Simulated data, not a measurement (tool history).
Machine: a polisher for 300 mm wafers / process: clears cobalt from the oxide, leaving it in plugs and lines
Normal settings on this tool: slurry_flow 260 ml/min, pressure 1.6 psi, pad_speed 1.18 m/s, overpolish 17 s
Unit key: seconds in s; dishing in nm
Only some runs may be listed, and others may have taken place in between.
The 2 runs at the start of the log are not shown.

| run | hour | slurry_flow | pressure | pad_speed | overpolish | incoming thickness of the incoming film, nm | seconds | dishing |
|---|---|---|---|---|---|---|---|---|
| 3 | 65.9 | 260 | 1.6 | 1.18 | 17 | 354 | 82.1 | 34.4 |
| 4 | 87.4 | 260 | 1.6 | 1.18 | 17 | 358.5 | 83.9 | 34.9 |
| 5 | 114.4 | 260 | 1.6 | 1.18 | 17 | 360.5 | 83.5 | 34.4 |
| 6 | 126.5 | 260 | 1.6 | 1.18 | 17 | 359.9 | 83.1 | 34.9 |
| 7 | 142.2 | 260 | 1.6 | 1.18 | 17 | 362.6 | 84.2 | 35.1 |
|  | 151.1 | worn pad replaced by a new one |
| 8 | 160.1 | 260 | 1.6 | 1.18 | 17 | 366.9 | 85.3 | 34.7 |
| 9 | 193.3 | 260 | 1.6 | 1.18 | 17 | 359.6 | 83.3 | 33.6 |
| 10 | 221.2 | 260 | 1.6 | 1.18 | 17 | 360.7 | 83 | 34.6 |
| 11 | 239 | 260 | 1.6 | 1.18 | 17 | 362.1 | 82.6 | 35.9 |
| 12 | 260.2 | 260 | 1.6 | 1.18 | 17 | 358.9 | 82.8 | 35.9 |
| 13 | 282.6 | 260 | 1.6 | 1.4 | 17 | 363.2 | 69.9 | 39 |
| 14 | 317.3 | 260 | 1.6 | 1.4 | 17 | 363.1 | 69.8 | 37.9 |
| 15 | 338 | 260 | 1.6 | 1.4 | 17 | 361.5 | 70.8 | 38.8 |
|  | 357.9 | worn pad replaced by a new one |
| 16 | 373 | 305 | 1.6 | 1.18 | 17 | 362.8 | 82.2 | 36.1 |
| 17 | 403.5 | 260 | 1.6 | 1.18 | 17 | 354.7 | 81.4 | 34.5 |
| 18 | 431.9 | 200 | 1.6 | 1.18 | 7 | 360.5 | 87.2 | 19.3 |
| 19 | 460.6 | 260 | 1.6 | 1.18 | 17 | 357.6 | 81.6 | 33.6 |
| 20 | 496.1 | 260 | 1.2 | 1.18 | 17 | 362 | 110.1 | 31.4 |
| 21 | 508.9 | 260 | 1.6 | 1.18 | 17 | 363 | 83.6 | 34.8 |
| 22 | 527 | 260 | 1.4 | 1.18 | 25 | 355.9 | 93.8 | 40.1 |
| 23 | 560.6 | 260 | 1.6 | 0.78 | 17 | 356.2 | 123.2 | 27.6 |
| 24 | 579.6 | 260 | 1.3 | 0.84 | 17 | 359.3 | 144.7 | 25.6 |

Forecast run 25:
|  | 589.6 | slurry nozzle cleaned |
|  | 589.8 | worn pad replaced by a new one |
| 25 | 613 | 350 | 1.9 | 1.18 | 17 | 360.2 | ? | ? |

seconds: 67.7 s
dishing: 39.5 nm
Had the tool carried no hidden state, the very same run would have given seconds 67.7 s, dishing 39.5 nm.

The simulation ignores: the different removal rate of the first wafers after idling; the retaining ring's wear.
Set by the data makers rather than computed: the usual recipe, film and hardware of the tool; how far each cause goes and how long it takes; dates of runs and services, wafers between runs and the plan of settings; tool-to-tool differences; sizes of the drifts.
